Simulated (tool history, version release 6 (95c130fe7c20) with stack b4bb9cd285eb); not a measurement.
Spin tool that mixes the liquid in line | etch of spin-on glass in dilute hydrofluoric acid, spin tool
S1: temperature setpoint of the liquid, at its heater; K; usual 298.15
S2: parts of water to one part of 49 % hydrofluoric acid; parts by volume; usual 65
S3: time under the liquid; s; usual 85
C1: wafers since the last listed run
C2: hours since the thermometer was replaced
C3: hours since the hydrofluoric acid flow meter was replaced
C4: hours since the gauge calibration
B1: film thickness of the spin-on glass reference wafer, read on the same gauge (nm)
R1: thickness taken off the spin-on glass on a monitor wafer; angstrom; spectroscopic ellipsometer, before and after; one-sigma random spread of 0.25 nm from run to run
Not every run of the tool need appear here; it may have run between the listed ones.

run	hour	S1	S2	S3	C1	C2	C3	C4	B1	R1
1	0	298.15	65	85	0	1311.7	1244.9	220.9	29.71	473.6
2	63.4	298.15	65	85	561	1375.1	1308.3	284.3	29.6	474
3	92.1	298.15	65	85	254	1403.8	1337	313	29.55	471.3
4	132.3	298.15	65	85	356	1444	1377.2	353.2	29.46	475
5	197	298.15	65	85	573	1508.7	1441.9	417.9	29.42	471.2
6	336.3	298.15	65	85	1233	1648	1581.2	557.2	29.32	471.6
7	370.5	298.15	65	85	302	1682.2	1615.4	591.4	29.25	467
8	560.7	298.15	65	85	1684	1872.4	1805.6	781.6	29.15	473.5
9	632.3	298.15	65	85	634	1944	1877.2	853.2	29.08	468
10	789.1	298.15	65	85	1388	2100.8	2034	1010	29.06	468.2
# hour 798: gauge calibrated
11	845.1	295.15	65	85	495	2156.8	2090	47.1	29.88	425.2
# hour 894.9: hydrofluoric acid flow meter replaced
12	895.4	294.15	85	85	436	2207.1	0.5	97.4	29.71	306.2
13	927.3	294.15	85	85	282	2239	32.4	129.3	29.64	300.2
14	989.3	298.15	65	85	549	2301	94.4	191.3	29.49	470
15	1057.7	298.15	65	85	605	2369.4	162.8	259.7	29.35	468.8
16	1116.8	298.15	65	85	523	2428.5	221.9	318.8	29.28	469.6
# hour 1164.9: thermometer replaced
17	1169.7	298.15	65	120	459	4.8	274.8	371.7	29.14	659.5
18	1236.5	303.15	80	120	591	71.6	341.6	438.5	29.1	632.9
19	1269	300.15	55	100	287	104.1	374.1	471	29.04	709
20	1308.6	298.15	65	85	350	143.7	413.7	510.6	29.02	462.6
21	1370.5	294.15	65	70	548	205.6	475.6	572.5	28.97	324.4
22	1500.3	298.15	65	85	1149	335.4	605.4	702.3	28.84	464.5
23	1564.7	302.15	40	125	570	399.8	669.8	766.7	28.84	1337.1
24	1603.1	301.15	80	40	340	438.2	708.2	805.1	28.84	194.9
25	1646.3	298.15	65	100	382	481.4	751.4	848.3	28.82	546.7
26	1684.8	302.65	55	85	340	519.9	789.9	886.8	28.8	659.3
27	1764.1	296.65	65	85	702	599.2	869.2	966.1	28.79	434.4
28	1832.5	301.15	85	45	605	667.6	937.6	1034.5	28.76	204.2
# hour 1839: gauge calibrated
29	1894.1	303.15	90	115	545	729.2	999.2	55.1	29.81	546.6
30	1918.7	294.15	65	110	217	753.8	1023.8	79.7	29.71	525.6
31	1946.6	298.15	55	125	247	781.7	1051.7	107.6	29.58	838.6
32	1978.2	298.15	65	85	279	813.3	1083.3	139.2	29.57	471.8
33	2030.8	295.15	80	85	465	865.9	1135.9	191.8	29.42	333.8
34	2093.7	298.15	65	65	557	928.8	1198.8	254.7	29.33	358.3

Across each entry between runs, compare the hidden state at the last listed run before it with the hidden state at the first listed run after it:
Logged between run 10 and run 11: gauge calibrated (hour 798)
  gauge reads high (%): -3.15 -> -0.427
  difference, measured minus the result without the unlogged condition, R1: -15.2 -> -1.9 angstrom
Logged between run 11 and run 12: hydrofluoric acid flow meter replaced (hour 894.9)
  gauge reads high (%): -0.427 -> -0.948
  difference, measured minus the result without the unlogged condition, R1: -1.9 -> -2.9 angstrom
Logged between run 16 and run 17: thermometer replaced (hour 1164.9)
  gauge reads high (%): -2.54 -> -2.8
  difference, measured minus the result without the unlogged condition, R1: -12.2 -> -18.9 angstrom
Logged between run 28 and run 29: gauge calibrated (hour 1839)
  gauge reads high (%): -4.16 -> -0.674
  difference, measured minus the result without the unlogged condition, R1: -8.9 -> -3.7 angstrom
